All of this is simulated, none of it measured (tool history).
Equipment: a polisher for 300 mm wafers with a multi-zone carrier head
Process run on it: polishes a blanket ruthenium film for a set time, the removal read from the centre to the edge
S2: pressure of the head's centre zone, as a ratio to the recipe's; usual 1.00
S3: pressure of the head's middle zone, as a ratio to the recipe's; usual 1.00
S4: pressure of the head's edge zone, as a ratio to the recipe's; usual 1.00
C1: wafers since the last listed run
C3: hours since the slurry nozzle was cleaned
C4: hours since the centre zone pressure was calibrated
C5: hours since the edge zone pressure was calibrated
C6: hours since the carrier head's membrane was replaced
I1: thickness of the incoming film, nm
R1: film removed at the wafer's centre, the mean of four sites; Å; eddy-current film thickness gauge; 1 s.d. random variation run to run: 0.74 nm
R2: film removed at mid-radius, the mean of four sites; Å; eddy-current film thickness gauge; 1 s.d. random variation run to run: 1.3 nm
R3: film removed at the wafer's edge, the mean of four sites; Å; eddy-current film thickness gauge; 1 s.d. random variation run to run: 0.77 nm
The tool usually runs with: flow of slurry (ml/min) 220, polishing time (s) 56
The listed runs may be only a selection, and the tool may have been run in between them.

run 1 day=0.000 | flow_of_slurry_(ml/min)=220 S2=1.00 S3=1.00 S4=1.00 polishing_time_(s)=56 | C1=0 wafers_polished_on_this_pad=1729 C3=212.3 C4=289.4 C5=193.8 C6=272.1 | I1=372.8 | R1=726 R2=745 R3=710
-- day=1.188 worn pad replaced by a new one
run 2 day=1.604 | flow_of_slurry_(ml/min)=220 S2=1.00 S3=1.00 S4=1.00 polishing_time_(s)=56 | C1=230 wafers_polished_on_this_pad=66 C3=250.8 C4=327.9 C5=232.3 C6=310.6 | I1=369.8 | R1=807 R2=804 R3=798
run 3 day=4.842 | flow_of_slurry_(ml/min)=220 S2=1.00 S3=1.00 S4=1.00 polishing_time_(s)=61 | C1=518 wafers_polished_on_this_pad=585 C3=328.5 C4=405.6 C5=310.0 C6=388.3 | I1=373.6 | R1=823 R2=832 R3=824
-- day=7.458 edge zone pressure recalibrated
run 4 day=8.692 | flow_of_slurry_(ml/min)=220 S2=1.00 S3=1.00 S4=1.00 polishing_time_(s)=56 | C1=603 wafers_polished_on_this_pad=1188 C3=420.9 C4=498.0 C5=29.6 C6=480.7 | I1=374.2 | R1=727 R2=754 R3=721
run 5 day=10.371 | flow_of_slurry_(ml/min)=220 S2=1.00 S3=1.00 S4=1.00 polishing_time_(s)=56 | C1=268 wafers_polished_on_this_pad=1457 C3=461.2 C4=538.3 C5=69.9 C6=521.0 | I1=369.4 | R1=715 R2=739 R3=705
-- day=11.671 centre zone pressure recalibrated
run 6 day=12.508 | flow_of_slurry_(ml/min)=220 S2=1.00 S3=1.00 S4=1.00 polishing_time_(s)=56 | C1=328 wafers_polished_on_this_pad=1786 C3=512.5 C4=20.1 C5=121.2 C6=572.3 | I1=366.1 | R1=695 R2=726 R3=705
-- day=13.533 worn pad replaced by a new one
run 7 day=16.704 | flow_of_slurry_(ml/min)=220 S2=1.00 S3=1.00 S4=1.00 polishing_time_(s)=45 | C1=645 wafers_polished_on_this_pad=507 C3=613.2 C4=120.8 C5=221.9 C6=673.0 | I1=370.1 | R1=598 R2=627 R3=598
-- day=20.475 edge zone pressure recalibrated
run 8 day=21.146 | flow_of_slurry_(ml/min)=270 S2=1.00 S3=1.00 S4=1.00 polishing_time_(s)=56 | C1=697 wafers_polished_on_this_pad=1205 C3=719.8 C4=227.4 C5=16.1 C6=779.6 | I1=371.3 | R1=734 R2=738 R3=721
-- day=23.096 slurry nozzle cleaned
run 9 day=24.838 | flow_of_slurry_(ml/min)=270 S2=1.00 S3=1.00 S4=1.00 polishing_time_(s)=56 | C1=584 wafers_polished_on_this_pad=1790 C3=41.8 C4=316.0 C5=104.7 C6=868.2 | I1=375.3 | R1=758 R2=773 R3=749
run 10 day=27.375 | flow_of_slurry_(ml/min)=220 S2=1.00 S3=1.00 S4=1.05 polishing_time_(s)=56 | C1=406 wafers_polished_on_this_pad=2196 C3=102.7 C4=376.9 C5=165.6 C6=929.1 | I1=364.3 | R1=732 R2=763 R3=740
-- day=27.938 carrier head's membrane replaced by a new one
-- day=29.033 worn pad replaced by a new one
run 11 day=31.325 | flow_of_slurry_(ml/min)=220 S2=1.00 S3=1.00 S4=1.05 polishing_time_(s)=56 | C1=572 wafers_polished_on_this_pad=367 C3=197.5 C4=471.7 C5=260.4 C6=81.3 | I1=374.3 | R1=769 R2=814 R3=784
run 12 day=33.704 | flow_of_slurry_(ml/min)=265 S2=1.00 S3=1.00 S4=0.88 polishing_time_(s)=56 | C1=381 wafers_polished_on_this_pad=748 C3=254.6 C4=528.8 C5=317.5 C6=138.4 | I1=363.8 | R1=768 R2=793 R3=715
-- day=35.346 centre zone pressure recalibrated
run 13 day=36.008 | flow_of_slurry_(ml/min)=220 S2=1.00 S3=1.00 S4=1.00 polishing_time_(s)=56 | C1=355 wafers_polished_on_this_pad=1103 C3=309.9 C4=15.9 C5=372.8 C6=193.7 | I1=369.1 | R1=725 R2=728 R3=722
-- day=36.104 edge zone pressure recalibrated
run 14 day=39.942 | flow_of_slurry_(ml/min)=270 S2=1.00 S3=1.00 S4=1.00 polishing_time_(s)=56 | C1=616 wafers_polished_on_this_pad=1720 C3=404.3 C4=110.3 C5=92.1 C6=288.1 | I1=373.8 | R1=744 R2=755 R3=710
-- day=44.346 worn pad replaced by a new one
run 15 day=44.367 | flow_of_slurry_(ml/min)=220 S2=1.00 S3=1.00 S4=1.00 polishing_time_(s)=38 | C1=681 wafers_polished_on_this_pad=3 C3=510.5 C4=216.5 C5=198.3 C6=394.3 | I1=374.0 | R1=538 R2=568 R3=547
run 16 day=46.917 | flow_of_slurry_(ml/min)=220 S2=1.06 S3=1.00 S4=1.00 polishing_time_(s)=56 | C1=408 wafers_polished_on_this_pad=411 C3=571.7 C4=277.7 C5=259.5 C6=455.5 | I1=365.4 | R1=805 R2=770 R3=744
run 17 day=50.567 | flow_of_slurry_(ml/min)=220 S2=0.97 S3=1.08 S4=1.00 polishing_time_(s)=56 | C1=584 wafers_polished_on_this_pad=996 C3=659.3 C4=365.3 C5=347.1 C6=543.1 | I1=366.3 | R1=700 R2=775 R3=720
-- day=51.062 edge zone pressure recalibrated
-- day=51.400 slurry nozzle cleaned
run 18 day=52.604 | flow_of_slurry_(ml/min)=220 S2=1.00 S3=0.95 S4=1.00 polishing_time_(s)=56 | C1=306 wafers_polished_on_this_pad=1302 C3=28.9 C4=414.2 C5=37.0 C6=592.0 | I1=373.0 | R1=753 R2=747 R3=746
run 19 day=55.512 | flow_of_slurry_(ml/min)=220 S2=1.06 S3=1.08 S4=1.00 polishing_time_(s)=68 | C1=465 wafers_polished_on_this_pad=1768 C3=98.7 C4=484.0 C5=106.8 C6=661.8 | I1=369.5 | R1=953 R2=990 R3=884
-- day=56.225 worn pad replaced by a new one
run 20 day=59.883 | flow_of_slurry_(ml/min)=220 S2=1.00 S3=1.00 S4=1.00 polishing_time_(s)=56 | C1=673 wafers_polished_on_this_pad=585 C3=203.6 C4=588.9 C5=211.7 C6=766.7 | I1=369.0 | R1=778 R2=801 R3=758
-- day=62.508 centre zone pressure recalibrated
run 21 day=62.712 | flow_of_slurry_(ml/min)=220 S2=1.00 S3=1.00 S4=1.00 polishing_time_(s)=74 | C1=439 wafers_polished_on_this_pad=1025 C3=271.5 C4=4.9 C5=279.6 C6=834.6 | I1=369.9 | R1=992 R2=1036 R3=981
-- day=63.579 edge zone pressure recalibrated
-- day=65.279 carrier head's membrane replaced by a new one
run 22 day=65.300 | flow_of_slurry_(ml/min)=195 S2=0.92 S3=0.91 S4=1.10 polishing_time_(s)=56 | C1=367 wafers_polished_on_this_pad=1393 C3=333.6 C4=67.0 C5=41.3 C6=0.5 | I1=377.4 | R1=667 R2=687 R3=750
run 23 day=67.667 | flow_of_slurry_(ml/min)=185 S2=1.00 S3=1.00 S4=1.07 polishing_time_(s)=56 | C1=379 wafers_polished_on_this_pad=1772 C3=390.4 C4=123.8 C5=98.1 C6=57.3 | I1=370.3 | R1=696 R2=729 R3=723

Branching from run 23: 3 alternative next runs. What would each branch give?
run A day=67.683 | flow_of_slurry_(ml/min)=220 S2=1.00 S3=1.00 S4=1.00 polishing_time_(s)=56 | C1=2 wafers_polished_on_this_pad=1774 C3=390.8 C4=124.2 C5=98.5 C6=57.7 | I1=374.5 | R1=? R2=? R3=?
run B day=67.683 | flow_of_slurry_(ml/min)=220 S2=1.00 S3=1.05 S4=1.00 polishing_time_(s)=44 | C1=2 wafers_polished_on_this_pad=1774 C3=390.8 C4=124.2 C5=98.5 C6=57.7 | I1=374.5 | R1=? R2=? R3=?
run C day=67.683 | flow_of_slurry_(ml/min)=220 S2=1.09 S3=0.93 S4=1.11 polishing_time_(s)=67 | C1=2 wafers_polished_on_this_pad=1774 C3=390.8 C4=124.2 C5=98.5 C6=57.7 | I1=374.5 | R1=? R2=? R3=?

run=A R1=721 R2=743 R3=718
run=B R1=567 R2=608 R3=564
run=C R1=941 R2=835 R3=906
With no hidden state in the tool, these same runs would have given:
run=A R1=840 R2=862 R3=827
run=B R1=660 R2=706 R3=650
run=C R1=1096 R2=970 R3=1043

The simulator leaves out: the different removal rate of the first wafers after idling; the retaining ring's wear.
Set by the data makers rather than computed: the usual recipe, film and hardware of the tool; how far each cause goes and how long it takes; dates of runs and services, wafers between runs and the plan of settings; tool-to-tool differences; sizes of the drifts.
